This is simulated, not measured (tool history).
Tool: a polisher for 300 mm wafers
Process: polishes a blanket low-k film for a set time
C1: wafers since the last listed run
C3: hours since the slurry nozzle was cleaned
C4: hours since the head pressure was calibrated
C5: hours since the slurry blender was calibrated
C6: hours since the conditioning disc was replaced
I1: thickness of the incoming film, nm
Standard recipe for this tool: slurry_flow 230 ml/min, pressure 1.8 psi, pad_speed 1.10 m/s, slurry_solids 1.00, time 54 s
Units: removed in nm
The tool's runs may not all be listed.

Run 1, hour 0.0: usual settings but time 66 s; C1 0; wafers polished on this pad 350; C3 500.3; C4 713.8; C5 124.5; C6 7.0; I1 602.1. Result: removed 29.1 nm.
Run 2, hour 6.6: usual settings but time 66 s; C1 64; wafers polished on this pad 414; C3 506.9; C4 720.4; C5 131.1; C6 13.6; I1 597.7. Result: removed 28.8 nm.
Run 3, hour 14.1: usual settings but pad_speed 1.40 m/s; C1 72; wafers polished on this pad 487; C3 514.4; C4 727.9; C5 138.6; C6 21.1; I1 599.5. Result: removed 27.6 nm.
Run 4, hour 23.8: usual settings; C1 94; wafers polished on this pad 581; C3 524.1; C4 737.6; C5 148.3; C6 30.8; I1 595.7. Result: removed 23.8 nm.
Run 5, hour 41.0: usual settings; C1 167; wafers polished on this pad 748; C3 541.3; C4 754.8; C5 165.5; C6 48.0; I1 606.1. Result: removed 23.7 nm.
Run 6, hour 58.7: usual settings but slurry_flow 195 ml/min, pressure 1.3 psi; C1 172; wafers polished on this pad 920; C3 559.0; C4 772.5; C5 183.2; C6 65.7; I1 597.5. Result: removed 17.6 nm.
Run 7, hour 68.5: usual settings but slurry_flow 195 ml/min, pressure 1.3 psi; C1 95; wafers polished on this pad 1015; C3 568.8; C4 782.3; C5 193.0; C6 75.5; I1 603.5. Result: removed 17.6 nm.
Run 8, hour 75.5: usual settings; C1 68; wafers polished on this pad 1084; C3 575.8; C4 789.3; C5 200.0; C6 82.5; I1 596.7. Result: removed 23.4 nm.
At hour 80.7: slurry nozzle cleaned.
At hour 89.0: slurry blender recalibrated.
At hour 95.5: worn pad replaced by a new one.
Run 9, hour 96.0: usual settings but time 60 s; C1 131; wafers polished on this pad 5; C3 15.3; C4 809.8; C5 7.0; C6 103.0; I1 600.6. Result: removed 25.7 nm.
Run 10, hour 105.1: usual settings but slurry_solids 0.90, time 72 s; C1 88; wafers polished on this pad 93; C3 24.4; C4 818.9; C5 16.1; C6 112.1; I1 605.1. Result: removed 29.4 nm.
Run 11, hour 112.0: usual settings but pressure 2.0 psi, slurry_solids 1.25, time 60 s; C1 67; wafers polished on this pad 160; C3 31.3; C4 825.8; C5 23.0; C6 119.0; I1 588.4. Result: removed 31.1 nm.
At hour 124.2: head pressure recalibrated.
Run 12, hour 134.7: usual settings but slurry_flow 195 ml/min, pressure 2.0 psi, slurry_solids 0.80, time 67 s; C1 201; wafers polished on this pad 361; C3 54.0; C4 10.5; C5 45.7; C6 141.7; I1 592.6. Result: removed 27.1 nm.
Run 13, hour 145.8: usual settings but pad_speed 0.76 m/s; C1 107; wafers polished on this pad 469; C3 65.1; C4 21.6; C5 56.8; C6 152.8; I1 610.9. Result: removed 18.6 nm.
At hour 150.2: conditioning disc replaced and pad reconditioned.
Run 14, hour 152.9: usual settings; C1 49; wafers polished on this pad 519; C3 72.2; C4 28.7; C5 63.9; C6 2.7; I1 594.9. Result: removed 23.5 nm.
Run 15, hour 161.3: usual settings but slurry_flow 280 ml/min, pressure 1.2 psi, slurry_solids 0.75, time 70 s; C1 81; wafers polished on this pad 600; C3 80.6; C4 37.1; C5 72.3; C6 11.1; I1 599.2. Result: removed 18.9 nm.
Run 16, hour 178.1: usual settings; C1 163; wafers polished on this pad 764; C3 97.4; C4 53.9; C5 89.1; C6 27.9; I1 592.3. Result: removed 23.6 nm.
At hour 200.9: worn pad replaced by a new one.
Run 17, hour 204.9: usual settings but pad_speed 0.86 m/s, slurry_solids 1.20; C1 221; wafers polished on this pad 38; C3 124.2; C4 80.7; C5 115.9; C6 54.7; I1 601.6. Result: removed 22.4 nm.
Run 18, hour 217.6: usual settings; C1 123; wafers polished on this pad 162; C3 136.9; C4 93.4; C5 128.6; C6 67.4; I1 607.8. Result: removed 23.4 nm.

Consider 3 possible next runs. They are alternatives, not a sequence: every one starts from the tool as it was left by run 18. What does each give?
Run A, hour 218.0: usual settings; C1 3; wafers polished on this pad 166; C3 137.3; C4 93.8; C5 129.0; C6 67.8; I1 592.6. Result: removed ?.
Run B, hour 218.0: usual settings but pressure 2.0 psi; C1 3; wafers polished on this pad 166; C3 137.3; C4 93.8; C5 129.0; C6 67.8; I1 592.6. Result: removed ?.
Run C, hour 218.0: usual settings but time 61 s; C1 3; wafers polished on this pad 166; C3 137.3; C4 93.8; C5 129.0; C6 67.8; I1 592.6. Result: removed ?.

run  removed
  A     23.7
  B     25.9
  C     26.7
Without the tool's hidden state the same runs would have given:
run  removed
  A     24.0
  B     26.3
  C     27.1

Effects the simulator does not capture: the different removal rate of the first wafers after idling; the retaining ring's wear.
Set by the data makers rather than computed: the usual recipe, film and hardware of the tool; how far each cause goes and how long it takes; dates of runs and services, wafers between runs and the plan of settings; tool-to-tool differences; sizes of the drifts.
